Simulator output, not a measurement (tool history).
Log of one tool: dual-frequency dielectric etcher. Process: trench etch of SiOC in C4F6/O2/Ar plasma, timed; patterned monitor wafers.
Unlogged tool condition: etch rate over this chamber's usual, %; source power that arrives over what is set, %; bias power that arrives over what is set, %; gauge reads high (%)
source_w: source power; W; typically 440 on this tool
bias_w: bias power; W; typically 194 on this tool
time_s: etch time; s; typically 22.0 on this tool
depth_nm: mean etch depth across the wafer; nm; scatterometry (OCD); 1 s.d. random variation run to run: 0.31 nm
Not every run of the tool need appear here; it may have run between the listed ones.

run    hour  source_w  bias_w  time_s  wafers since the last listed run  hours since the last wet clean  hours since the last source power generator calibration  hours since the last bias power generator calibration  hours since the last upper electrode change  hours since the gauge calibration  read-back reference wafer on the same gauge, depth_nm  depth_nm
  1     0.0       440     175    22.0                                 0                            24.1                                                   1392.3                                                 1756.6                                       1566.9                             1469.0                                                  51.31     48.59
        5.2  -- bias power generator calibrated
  2    46.6       440     194    19.0                               901                            70.7                                                   1438.9                                                   41.4                                       1613.5                             1515.6                                                  51.46     43.04
  3   146.8       440     194    22.0                              2121                           170.9                                                   1539.1                                                  141.6                                       1713.7                             1615.8                                                  51.34     49.84
  4   254.6       440     194    22.0                              2282                           278.7                                                   1646.9                                                  249.4                                       1821.5                             1723.6                                                  51.51     49.38
  5   438.1       440     194    22.0                              3884                           462.2                                                   1830.4                                                  432.9                                       2005.0                             1907.1                                                  51.26     48.94
      540.6  -- wet clean of the chamber
  6   541.1       440     194    22.0                              1672                             0.5                                                   1933.4                                                  535.9                                       2108.0                             2010.1                                                  51.43     49.07
  7   645.7       440     169    22.0                              2214                           105.1                                                   2038.0                                                  640.5                                       2212.6                             2114.7                                                  51.33     47.43
      653.5  -- source power generator calibrated
  8   684.3       440     169    22.0                               732                           143.7                                                     30.8                                                  679.1                                       2251.2                             2153.3                                                  51.43     49.07
  9   750.8       440     169    22.0                              1407                           210.2                                                     97.3                                                  745.6                                       2317.7                             2219.8                                                  51.39     48.87
 10   810.0       440     219    22.0                              1253                           269.4                                                    156.5                                                  804.8                                       2376.9                             2279.0                                                  51.38     51.43
 11   896.5       440     219    22.0                              1831                           355.9                                                    243.0                                                  891.3                                       2463.4                             2365.5                                                  51.28     52.13
      939.0  -- upper electrode replaced, of another model than before
 12   953.0       440     219    22.0                               688                           412.4                                                    299.5                                                  947.8                                         14.0                             2422.0                                                  51.41     52.53
     1005.1  -- gauge calibrated
 13  1049.2       410     216    22.0                              2036                           508.6                                                    395.7                                                 1044.0                                        110.2                               44.1                                                  51.36     51.39
     1174.9  -- wet clean of the chamber
 14  1175.4       440     194    22.0                              2163                             0.5                                                    521.9                                                 1170.2                                        236.4                              170.3                                                  51.32     50.58
 15  1230.4       440     152    22.0                              1164                            55.5                                                    576.9                                                 1225.2                                        291.4                              225.3                                                  51.51     45.41
 16  1328.0       370     150    20.5                              2066                           153.1                                                    674.5                                                 1322.8                                        389.0                              322.9                                                  51.57     39.86
 17  1434.9       440     194    22.0                              2263                           260.0                                                    781.4                                                 1429.7                                        495.9                              429.8                                                  51.40     49.70

Run 18 is up next; what results do you expect?
 18  1476.2       440     226    22.0                               874                           301.3                                                    822.7                                                 1471.0                                        537.2                              471.1                                                      ?         ?

{"run 18": {"read-back reference wafer on the same gauge, depth_nm": 51.33, "depth_nm": 53.05}}
Minus the tool's unlogged condition, the same run would have read depth_nm 53.63 nm.
